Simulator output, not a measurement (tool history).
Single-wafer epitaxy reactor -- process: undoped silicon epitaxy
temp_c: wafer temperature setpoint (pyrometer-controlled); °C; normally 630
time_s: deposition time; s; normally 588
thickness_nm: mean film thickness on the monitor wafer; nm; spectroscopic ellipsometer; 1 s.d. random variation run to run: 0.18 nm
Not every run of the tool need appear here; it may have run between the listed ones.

run   hour  temp_c  time_s  read-back reference wafer on the same gauge, thickness_nm  thickness_nm
  1    0.0     630     588                                                     58.349        71.790
  2   42.6     630     588                                                     58.385        71.899
      44.7  -- gauge calibrated
  3  196.3     630     588                                                     58.314        72.214
  4  242.7     630     588                                                     58.359        72.372
     276.7  -- pyrometer calibrated
  5  310.7     630     588                                                     58.370        78.198
  6  353.9     634     588                                                     58.395        87.233
     378.0  -- pyrometer calibrated, repeated, since the last time left the tool worse
  7  399.4     634     588                                                     58.356        74.532
  8  521.9     634     649                                                     58.348        83.539
     554.2  -- gauge calibrated
  9  574.4     616     516                                                     58.417        41.566
 10  624.8     620     537                                                     58.487        48.380
 11  675.6     630     537                                                     58.370        63.132
 12  701.1     623     637                                                     58.434        62.584
 13  741.0     630     588                                                     58.452        69.456
 14  811.6     630     588                                                     58.477        69.879
 15  842.9     615     532                                                     58.427        42.402

5 ways to go on from here, each from the tool as it stands after run 15. What would each give?
  A  843.5     630     680                                                          ?             ?
  B  843.5     630     690                                                          ?             ?
  C  843.5     630     532                                                          ?             ?
  D  843.5     637     680                                                          ?             ?
  E  843.5     639     588                                                          ?             ?

run  read-back reference wafer on the same gauge, thickness_nm  thickness_nm
  A                                                     58.455        81.119
  B                                                     58.455        82.312
  C                                                     58.455        63.464
  D                                                     58.455        97.040
  E                                                     58.455        88.269
Without the tool's hidden state the same runs would have given:
run  thickness_nm
  A        77.251
  B        78.387
  C        60.437
  D        92.492
  E        84.152
